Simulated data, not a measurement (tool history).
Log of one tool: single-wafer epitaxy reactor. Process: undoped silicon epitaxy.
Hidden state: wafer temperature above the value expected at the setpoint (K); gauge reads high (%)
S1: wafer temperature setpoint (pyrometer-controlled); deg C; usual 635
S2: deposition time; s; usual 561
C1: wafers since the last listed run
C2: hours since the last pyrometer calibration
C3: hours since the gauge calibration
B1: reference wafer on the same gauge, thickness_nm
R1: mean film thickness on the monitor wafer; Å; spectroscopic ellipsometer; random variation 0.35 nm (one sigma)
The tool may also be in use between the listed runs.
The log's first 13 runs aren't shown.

| run | day | S1 | S2 | C1 | C2 | C3 | B1 | R1 |
|---|---|---|---|---|---|---|---|---|
| 14 | 38.325 | 635 | 561 | 172 | 460.5 | 2457.9 | 61.914 | 669.46 |
| 15 | 41.346 | 635 | 561 | 197 | 533 | 2530.4 | 61.81 | 671.48 |
|  | 43.379 | gauge calibrated |
| 16 | 44.533 | 635 | 561 | 208 | 609.5 | 27.7 | 61.82 | 683.99 |
| 17 | 46.117 | 635 | 561 | 103 | 647.5 | 65.7 | 61.799 | 683.87 |
| 18 | 50.133 | 635 | 561 | 262 | 743.9 | 162.1 | 61.831 | 690.25 |
| 19 | 54.004 | 635 | 561 | 252 | 836.8 | 255 | 61.916 | 684.89 |
|  | 62.175 | pyrometer calibrated |
| 20 | 66.258 | 635 | 561 | 777 | 98 | 549.1 | 61.792 | 728.33 |
| 21 | 68.4 | 635 | 483 | 139 | 149.4 | 600.5 | 61.789 | 630.74 |
| 22 | 76.192 | 642 | 662 | 508 | 336.4 | 787.5 | 61.818 | 1004.58 |
| 23 | 80.25 | 620 | 654 | 264 | 433.8 | 884.9 | 61.844 | 641.66 |
|  | 84.446 | pyrometer calibrated, repeated, since the last time left the tool worse |
| 24 | 84.467 | 647 | 561 | 253 | 0.5 | 986.1 | 61.789 | 809.93 |
| 25 | 86.696 | 649 | 451 | 145 | 54 | 1039.6 | 61.728 | 687.72 |
| 26 | 88.504 | 631 | 561 | 118 | 97.4 | 1083 | 61.817 | 604.78 |
| 27 | 91.225 | 641 | 617 | 177 | 162.7 | 1148.3 | 61.747 | 802.44 |
| 28 | 92.888 | 635 | 474 | 108 | 202.6 | 1188.2 | 61.795 | 556.35 |
| 29 | 96.129 | 643 | 512 | 211 | 280.4 | 1266 | 61.696 | 700.91 |
| 30 | 104.717 | 629 | 561 | 560 | 486.5 | 1472.1 | 61.874 | 592.75 |
| 31 | 107.729 | 644 | 602 | 196 | 558.8 | 1544.4 | 61.774 | 853.79 |
| 32 | 109.262 | 641 | 561 | 100 | 595.6 | 1581.2 | 61.846 | 751.74 |
| 33 | 111.308 | 635 | 452 | 133 | 644.7 | 1630.3 | 61.792 | 546.47 |
| 34 | 114.321 | 635 | 515 | 196 | 717 | 1702.6 | 61.787 | 620.63 |
| 35 | 118.538 | 640 | 561 | 275 | 818.2 | 1803.8 | 61.802 | 751.51 |

Forecast run 36:
| 36 | 121.988 | 635 | 561 | 225 | 901 | 1886.6 | ? | ? |

Run 36 gave B1 61.787, R1 682.56 Å.
Without the tool's hidden state the same run would have given R1 642.35 Å.
